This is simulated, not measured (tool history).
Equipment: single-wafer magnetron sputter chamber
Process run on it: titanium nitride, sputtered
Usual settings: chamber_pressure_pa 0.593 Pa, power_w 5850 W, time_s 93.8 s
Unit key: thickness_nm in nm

| run | hour | chamber_pressure_pa | power_w | time_s | wafers since the last listed run | wafers on the sputter target | hours since the last manometer calibration | hours since the magnet pack was replaced | hours since the gauge calibration | read-back reference wafer on the same gauge, thickness_nm | thickness_nm |
|---|---|---|---|---|---|---|---|---|---|---|---|
| 1 | 0 | 0.593 | 5850 | 93.8 | 0 | 4470 | 1609.6 | 9552 | 686.8 | 109.968 | 95.765 |
| 2 | 26.2 | 0.593 | 5850 | 93.8 | 330 | 4801 | 1635.8 | 9578.2 | 713 | 110.232 | 95.87 |
| 3 | 89.5 | 0.593 | 5850 | 93.8 | 799 | 5601 | 1699.1 | 9641.5 | 776.3 | 110.32 | 94.509 |
| 4 | 157.3 | 0.593 | 5850 | 98.8 | 856 | 6457 | 1766.9 | 9709.3 | 844.1 | 110.087 | 99.806 |
|  | 165.9 | sputter target and shields replaced |
| 5 | 227.9 | 0.593 | 5850 | 93.8 | 790 | 782 | 1837.5 | 9779.9 | 914.7 | 110.427 | 99.236 |
| 6 | 280.9 | 0.593 | 5850 | 93.8 | 669 | 1452 | 1890.5 | 9832.9 | 967.7 | 110.448 | 98.635 |
| 7 | 346.6 | 0.763 | 5850 | 93.8 | 829 | 2282 | 1956.2 | 9898.6 | 1033.4 | 110.047 | 91.534 |
| 8 | 394.4 | 0.763 | 5850 | 93.8 | 603 | 2886 | 2004 | 9946.4 | 1081.2 | 110.224 | 90.124 |
| 9 | 453.2 | 0.763 | 5850 | 93.8 | 742 | 3628 | 2062.8 | 10005.2 | 1140 | 110.276 | 91.089 |
| 10 | 512 | 0.593 | 5850 | 93.8 | 742 | 4371 | 2121.6 | 10064 | 1198.8 | 110.167 | 96.345 |
| 11 | 537 | 0.593 | 5850 | 93.8 | 315 | 4687 | 2146.6 | 10089 | 1223.8 | 110.149 | 96.21 |
|  | 588.4 | sputter target and shields replaced |
| 12 | 588.9 | 0.593 | 5850 | 93.8 | 554 | 6 | 2198.5 | 10140.9 | 1275.7 | 110.179 | 99.673 |
|  | 612.4 | capacitance manometer re-zeroed and calibrated |
| 13 | 650.7 | 0.372 | 5250 | 93.8 | 679 | 685 | 38.3 | 10202.7 | 1337.5 | 110.338 | 103.48 |
| 14 | 693.9 | 0.593 | 5400 | 106.6 | 545 | 1231 | 81.5 | 10245.9 | 1380.7 | 110.162 | 107.703 |
| 15 | 749.7 | 0.728 | 5850 | 81.8 | 704 | 1936 | 137.3 | 10301.7 | 1436.5 | 110.267 | 80.646 |
| 16 | 786.2 | 0.475 | 6800 | 93.8 | 461 | 2397 | 173.8 | 10338.2 | 1473 | 110.142 | 109.798 |
| 17 | 832.3 | 0.593 | 5850 | 101.7 | 582 | 2979 | 219.9 | 10384.3 | 1519.1 | 110.112 | 105.623 |
| 18 | 872.4 | 0.593 | 6800 | 93.8 | 506 | 3486 | 260 | 10424.4 | 1559.2 | 109.924 | 104.539 |
| 19 | 924.3 | 0.593 | 5850 | 93.8 | 655 | 4141 | 311.9 | 10476.3 | 1611.1 | 110.161 | 96.372 |
| 20 | 987.4 | 0.593 | 5850 | 81 | 797 | 4939 | 375 | 10539.4 | 1674.2 | 110.099 | 82.32 |
|  | 994.5 | gauge calibrated |
|  | 1018.9 | sputter target and shields replaced |
| 21 | 1086.1 | 0.593 | 5850 | 93.8 | 1145 | 849 | 473.7 | 10638.1 | 91.6 | 110.098 | 99.262 |
| 22 | 1143.7 | 0.593 | 5850 | 93.8 | 727 | 1577 | 531.3 | 10695.7 | 149.2 | 110.289 | 98.71 |
| 23 | 1177 | 0.509 | 6700 | 106.9 | 420 | 1997 | 564.6 | 10729 | 182.5 | 110.066 | 124.322 |
| 24 | 1217.4 | 0.593 | 5850 | 93.8 | 510 | 2508 | 605 | 10769.4 | 222.9 | 110.155 | 97.45 |
| 25 | 1272.2 | 0.46 | 7200 | 79.7 | 692 | 3200 | 659.8 | 10824.2 | 277.7 | 110.263 | 98.084 |
|  | 1305.7 | magnet pack replaced |
| 26 | 1320.3 | 0.593 | 6650 | 93.8 | 506 | 3706 | 707.9 | 14.6 | 325.8 | 110.368 | 102.925 |
| 27 | 1367.2 | 0.412 | 7100 | 102.9 | 592 | 4299 | 754.8 | 61.5 | 372.7 | 110.194 | 125.744 |
|  | 1467.7 | sputter target and shields replaced |
| 28 | 1524.8 | 0.406 | 5850 | 93.8 | 1889 | 720 | 912.4 | 219.1 | 530.3 | 110.184 | 107.483 |
| 29 | 1576.4 | 0.473 | 6950 | 108.8 | 651 | 1372 | 964 | 270.7 | 581.9 | 110.026 | 132.539 |
| 30 | 1603.5 | 0.77 | 5850 | 93.8 | 342 | 1714 | 991.1 | 297.8 | 609 | 110.154 | 91.442 |
| 31 | 1670.3 | 0.593 | 5850 | 83.9 | 843 | 2558 | 1057.9 | 364.6 | 675.8 | 110.297 | 86.573 |
| 32 | 1737.9 | 0.758 | 6750 | 79.5 | 853 | 3412 | 1125.5 | 432.2 | 743.4 | 109.997 | 82.618 |
| 33 | 1771.8 | 0.398 | 4950 | 100.6 | 428 | 3841 | 1159.4 | 466.1 | 777.3 | 110.163 | 104.216 |
| 34 | 1817.4 | 0.593 | 5850 | 93.8 | 576 | 4417 | 1205 | 511.7 | 822.9 | 110.333 | 95.85 |

Take each entry between the runs: how does the hidden state at the last listed run before it differ from the hidden state at the first listed run after it?
Runs 4 to 5: sputter target and shields replaced (hour 165.9)
  deposition rate above that of a new target (%): -5.67 -> -0.692
  measured minus no-state result, thickness_nm: -6.002 -> -0.691 nm
Runs 11 to 12: sputter target and shields replaced (hour 588.4)
  deposition rate above that of a new target (%): -3.94 -> -0.432
  measured minus no-state result, thickness_nm: -3.951 -> -0.432 nm
Runs 12 to 13: capacitance manometer re-zeroed and calibrated (hour 612.4)
  deposition rate above that of a new target (%): -0.432 -> -1.08
  measured minus no-state result, thickness_nm: -0.432 -> -1.132 nm
Runs 20 to 21: gauge calibrated (hour 994.5); sputter target and shields replaced (hour 1018.9)
  deposition rate above that of a new target (%): -4.63 -> -0.906
  measured minus no-state result, thickness_nm: -3.992 -> -0.907 nm
Runs 25 to 26: magnet pack replaced (hour 1305.7)
  deposition rate above that of a new target (%): -2.86 -> -3.37
  measured minus no-state result, thickness_nm: -2.891 -> -3.589 nm
Runs 27 to 28: sputter target and shields replaced (hour 1467.7)
  deposition rate above that of a new target (%): -3.86 -> -0.715
  measured minus no-state result, thickness_nm: -5.053 -> -0.774 nm
